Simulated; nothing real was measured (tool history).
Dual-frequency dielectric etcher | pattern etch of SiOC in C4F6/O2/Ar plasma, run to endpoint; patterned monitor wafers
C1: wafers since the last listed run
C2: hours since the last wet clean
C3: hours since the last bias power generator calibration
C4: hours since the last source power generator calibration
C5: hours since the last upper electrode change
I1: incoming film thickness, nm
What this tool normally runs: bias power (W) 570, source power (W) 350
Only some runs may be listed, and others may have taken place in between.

run 1 day=0 | bias_power_(W)=477 source_power_(W)=390 | C1=0 C2=475 C3=2322.7 C4=3148.6 C5=4160.4 | I1=43.46 | endpoint_time_(s)=13.6
run 2 day=0.638 | bias_power_(W)=477 source_power_(W)=390 | C1=283 C2=490.3 C3=2338 C4=3163.9 C5=4175.7 | I1=43.21 | endpoint_time_(s)=13.4
run 3 day=1.525 | bias_power_(W)=570 source_power_(W)=410 | C1=394 C2=511.6 C3=2359.3 C4=3185.2 C5=4197 | I1=42.72 | endpoint_time_(s)=12.1
run 4 day=2.608 | bias_power_(W)=505 source_power_(W)=370 | C1=481 C2=537.6 C3=2385.3 C4=3211.2 C5=4223 | I1=43.21 | endpoint_time_(s)=13.5
run 5 day=4.079 | bias_power_(W)=505 source_power_(W)=370 | C1=653 C2=572.9 C3=2420.6 C4=3246.5 C5=4258.3 | I1=43.12 | endpoint_time_(s)=13.6
run 6 day=5.404 | bias_power_(W)=570 source_power_(W)=350 | C1=588 C2=604.7 C3=2452.4 C4=3278.3 C5=4290.1 | I1=42.97 | endpoint_time_(s)=13.2
run 7 day=6.467 | bias_power_(W)=570 source_power_(W)=350 | C1=472 C2=630.2 C3=2477.9 C4=3303.8 C5=4315.6 | I1=42.93 | endpoint_time_(s)=13.2
-- day=7.779 wet clean of the chamber
run 8 day=7.8 | bias_power_(W)=635 source_power_(W)=350 | C1=148 C2=0.5 C3=2509.9 C4=3335.8 C5=4347.6 | I1=43.06 | endpoint_time_(s)=13.1
run 9 day=7.875 | bias_power_(W)=635 source_power_(W)=350 | C1=33 C2=2.3 C3=2511.7 C4=3337.6 C5=4349.4 | I1=43.02 | endpoint_time_(s)=13
-- day=8.05 bias power generator calibrated
run 10 day=8.55 | bias_power_(W)=570 source_power_(W)=350 | C1=225 C2=18.5 C3=12 C4=3353.8 C5=4365.6 | I1=42.47 | endpoint_time_(s)=13.4
run 11 day=9.212 | bias_power_(W)=570 source_power_(W)=350 | C1=294 C2=34.4 C3=27.9 C4=3369.7 C5=4381.5 | I1=43.03 | endpoint_time_(s)=13.6
run 12 day=10.529 | bias_power_(W)=570 source_power_(W)=330 | C1=585 C2=66 C3=59.5 C4=3401.3 C5=4413.1 | I1=43.11 | endpoint_time_(s)=14
run 13 day=11.862 | bias_power_(W)=661 source_power_(W)=440 | C1=592 C2=98 C3=91.5 C4=3433.3 C5=4445.1 | I1=43.2 | endpoint_time_(s)=11.9
-- day=13.379 source power generator calibrated
-- day=13.479 wet clean of the chamber, repeated, since the last time left the tool worse
run 14 day=13.5 | bias_power_(W)=519 source_power_(W)=260 | C1=609 C2=0.5 C3=130.8 C4=2.9 C5=4484.4 | I1=42.96 | endpoint_time_(s)=15
-- day=15.367 upper electrode replaced
run 15 day=15.388 | bias_power_(W)=570 source_power_(W)=270 | C1=394 C2=45.8 C3=176.1 C4=48.2 C5=0.5 | I1=43.07 | endpoint_time_(s)=14.4
run 16 day=16.017 | bias_power_(W)=519 source_power_(W)=260 | C1=279 C2=60.9 C3=191.2 C4=63.3 C5=15.6 | I1=42.87 | endpoint_time_(s)=14.9
run 17 day=17.5 | bias_power_(W)=477 source_power_(W)=390 | C1=659 C2=96.5 C3=226.8 C4=98.9 C5=51.2 | I1=43.13 | endpoint_time_(s)=13.2
run 18 day=18.408 | bias_power_(W)=448 source_power_(W)=310 | C1=403 C2=118.3 C3=248.6 C4=120.7 C5=73 | I1=43.13 | endpoint_time_(s)=14.9
run 19 day=19.217 | bias_power_(W)=663 source_power_(W)=410 | C1=359 C2=137.7 C3=268 C4=140.1 C5=92.4 | I1=43.09 | endpoint_time_(s)=11.5
run 20 day=19.996 | bias_power_(W)=699 source_power_(W)=420 | C1=346 C2=156.4 C3=286.7 C4=158.8 C5=111.1 | I1=42.82 | endpoint_time_(s)=11.1
run 21 day=20.683 | bias_power_(W)=616 source_power_(W)=430 | C1=305 C2=172.9 C3=303.2 C4=175.3 C5=127.6 | I1=42.87 | endpoint_time_(s)=11.5
run 22 day=21.225 | bias_power_(W)=570 source_power_(W)=270 | C1=240 C2=185.9 C3=316.2 C4=188.3 C5=140.6 | I1=42.71 | endpoint_time_(s)=14.4
run 23 day=22.121 | bias_power_(W)=436 source_power_(W)=400 | C1=398 C2=207.4 C3=337.7 C4=209.8 C5=162.1 | I1=42.81 | endpoint_time_(s)=13.4
run 24 day=23.275 | bias_power_(W)=532 source_power_(W)=320 | C1=512 C2=235.1 C3=365.4 C4=237.5 C5=189.8 | I1=43.09 | endpoint_time_(s)=13.8

Subtracting, for every run, the result it would have given without the tool's unlogged condition from the measured result gives the following. The same run-to-run variation enters both numbers; the gauge's scatter may not:
Hidden state present: etch rate over this chamber's usual, %; bias power that arrives over what is set, %; source power that arrives over what is set, %.
run=1 endpoint_time_(s)=+0.3
run=2 endpoint_time_(s)=+0.3
run=3 endpoint_time_(s)=+0.3
run=4 endpoint_time_(s)=+0.4
run=5 endpoint_time_(s)=+0.4
run=6 endpoint_time_(s)=+0.5
run=7 endpoint_time_(s)=+0.5
run=8 endpoint_time_(s)=+0.8
run=9 endpoint_time_(s)=+0.8
run=10 endpoint_time_(s)=+0.8
run=11 endpoint_time_(s)=+0.8
run=12 endpoint_time_(s)=+0.9
run=13 endpoint_time_(s)=+0.8
run=14 endpoint_time_(s)=+0
run=15 endpoint_time_(s)=+0
run=16 endpoint_time_(s)=+0.1
run=17 endpoint_time_(s)=+0.1
run=18 endpoint_time_(s)=+0.2
run=19 endpoint_time_(s)=+0.2
run=20 endpoint_time_(s)=+0.2
run=21 endpoint_time_(s)=+0.1
run=22 endpoint_time_(s)=+0.2
run=23 endpoint_time_(s)=+0.2
run=24 endpoint_time_(s)=+0.3
